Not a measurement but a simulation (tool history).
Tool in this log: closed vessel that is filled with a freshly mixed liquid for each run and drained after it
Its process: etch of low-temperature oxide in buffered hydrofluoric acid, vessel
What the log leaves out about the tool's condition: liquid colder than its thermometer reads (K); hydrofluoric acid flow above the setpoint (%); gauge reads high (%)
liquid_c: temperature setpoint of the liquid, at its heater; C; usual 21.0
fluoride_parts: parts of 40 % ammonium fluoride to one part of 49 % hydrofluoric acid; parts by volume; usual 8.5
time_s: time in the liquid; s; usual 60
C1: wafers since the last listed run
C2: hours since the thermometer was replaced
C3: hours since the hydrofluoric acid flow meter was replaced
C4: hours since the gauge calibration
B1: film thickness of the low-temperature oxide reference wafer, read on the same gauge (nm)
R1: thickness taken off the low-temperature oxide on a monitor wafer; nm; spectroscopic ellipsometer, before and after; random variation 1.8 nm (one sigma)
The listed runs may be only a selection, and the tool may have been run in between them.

{"run": 1, "hour": 0.0, "liquid_c": 21.0, "fluoride_parts": 8.5, "time_s": 60, "C1": 0, "C2": 1407.8, "C3": 82.7, "C4": 827.3, "B1": 120.01, "R1": 220.24}
{"run": 2, "hour": 254.5, "liquid_c": 18.0, "fluoride_parts": 10.0, "time_s": 60, "C1": 31315, "C2": 1662.3, "C3": 337.2, "C4": 1081.8, "B1": 120.0, "R1": 164.09}
{"run": 3, "hour": 342.6, "liquid_c": 18.0, "fluoride_parts": 10.0, "time_s": 60, "C1": 10840, "C2": 1750.4, "C3": 425.3, "C4": 1169.9, "B1": 120.05, "R1": 162.05}
{"run": 4, "hour": 447.1, "liquid_c": 18.0, "fluoride_parts": 10.0, "time_s": 60, "C1": 12858, "C2": 1854.9, "C3": 529.8, "C4": 1274.4, "B1": 120.0, "R1": 162.87}
{"run": 5, "hour": 518.7, "liquid_c": 21.0, "fluoride_parts": 9.5, "time_s": 60, "C1": 8810, "C2": 1926.5, "C3": 601.4, "C4": 1346.0, "B1": 120.04, "R1": 196.67}
{"hour": 539.5, "done": "hydrofluoric acid flow meter replaced"}
{"run": 6, "hour": 558.6, "liquid_c": 21.0, "fluoride_parts": 9.5, "time_s": 60, "C1": 4786, "C2": 1966.4, "C3": 19.1, "C4": 1385.9, "B1": 120.02, "R1": 198.04}
{"run": 7, "hour": 629.9, "liquid_c": 21.0, "fluoride_parts": 9.5, "time_s": 60, "C1": 8773, "C2": 2037.7, "C3": 90.4, "C4": 1457.2, "B1": 119.99, "R1": 197.78}
{"hour": 792.8, "done": "gauge calibrated"}
{"run": 8, "hour": 947.4, "liquid_c": 21.0, "fluoride_parts": 8.5, "time_s": 60, "C1": 39067, "C2": 2355.2, "C3": 407.9, "C4": 154.6, "B1": 120.0, "R1": 220.77}
{"run": 9, "hour": 1039.9, "liquid_c": 21.0, "fluoride_parts": 8.5, "time_s": 60, "C1": 11381, "C2": 2447.7, "C3": 500.4, "C4": 247.1, "B1": 120.03, "R1": 217.57}
{"run": 10, "hour": 1126.9, "liquid_c": 21.0, "fluoride_parts": 8.5, "time_s": 60, "C1": 10705, "C2": 2534.7, "C3": 587.4, "C4": 334.1, "B1": 119.94, "R1": 220.66}
{"hour": 1209.5, "done": "hydrofluoric acid flow meter replaced"}
{"run": 11, "hour": 1210.0, "liquid_c": 17.5, "fluoride_parts": 6.0, "time_s": 50, "C1": 10102, "C2": 2617.8, "C3": 0.5, "C4": 417.2, "B1": 119.95, "R1": 211.55}
{"run": 12, "hour": 1291.6, "liquid_c": 22.5, "fluoride_parts": 6.5, "time_s": 60, "C1": 10040, "C2": 2699.4, "C3": 82.1, "C4": 498.8, "B1": 119.97, "R1": 314.65}
{"hour": 1327.9, "done": "thermometer replaced"}
{"run": 13, "hour": 1347.3, "liquid_c": 21.0, "fluoride_parts": 8.5, "time_s": 60, "C1": 6730, "C2": 19.4, "C3": 137.8, "C4": 554.5, "B1": 120.0, "R1": 221.69}
{"run": 14, "hour": 1405.2, "liquid_c": 25.0, "fluoride_parts": 9.5, "time_s": 80, "C1": 7124, "C2": 77.3, "C3": 195.7, "C4": 612.4, "B1": 119.98, "R1": 332.94}
{"run": 15, "hour": 1617.0, "liquid_c": 21.0, "fluoride_parts": 11.0, "time_s": 30, "C1": 26061, "C2": 289.1, "C3": 407.5, "C4": 824.2, "B1": 119.94, "R1": 87.84}
{"run": 16, "hour": 1712.8, "liquid_c": 21.0, "fluoride_parts": 8.5, "time_s": 85, "C1": 11787, "C2": 384.9, "C3": 503.3, "C4": 920.0, "B1": 120.02, "R1": 304.58}
{"run": 17, "hour": 1764.2, "liquid_c": 21.0, "fluoride_parts": 8.5, "time_s": 60, "C1": 6324, "C2": 436.3, "C3": 554.7, "C4": 971.4, "B1": 119.95, "R1": 218.14}
{"run": 18, "hour": 1822.1, "liquid_c": 21.0, "fluoride_parts": 8.5, "time_s": 60, "C1": 7124, "C2": 494.2, "C3": 612.6, "C4": 1029.3, "B1": 120.03, "R1": 219.12}
{"hour": 1849.3, "done": "hydrofluoric acid flow meter replaced"}
{"run": 19, "hour": 1873.6, "liquid_c": 23.0, "fluoride_parts": 6.0, "time_s": 60, "C1": 6213, "C2": 545.7, "C3": 24.3, "C4": 1080.8, "B1": 120.03, "R1": 346.81}
{"run": 20, "hour": 2003.6, "liquid_c": 23.0, "fluoride_parts": 6.0, "time_s": 60, "C1": 15996, "C2": 675.7, "C3": 154.3, "C4": 1210.8, "B1": 120.02, "R1": 348.57}

What if the next run were any one of these 3? Each begins from the tool's condition after run 20:
{"run": "A", "hour": 2004.3, "liquid_c": 24.0, "fluoride_parts": 8.5, "time_s": 60, "C1": 86, "C2": 676.4, "C3": 155.0, "C4": 1211.5, "B1": "?", "R1": "?"}
{"run": "B", "hour": 2004.3, "liquid_c": 19.5, "fluoride_parts": 10.5, "time_s": 60, "C1": 86, "C2": 676.4, "C3": 155.0, "C4": 1211.5, "B1": "?", "R1": "?"}
{"run": "C", "hour": 2004.3, "liquid_c": 17.0, "fluoride_parts": 6.5, "time_s": 60, "C1": 86, "C2": 676.4, "C3": 155.0, "C4": 1211.5, "B1": "?", "R1": "?"}

run=A B1=120.06 R1=262.04
run=B B1=120.06 R1=171.34
run=C B1=120.06 R1=233.39
What these runs would have given with no unlogged condition in the tool:
run=A R1=262.04
run=B R1=171.34
run=C R1=233.39
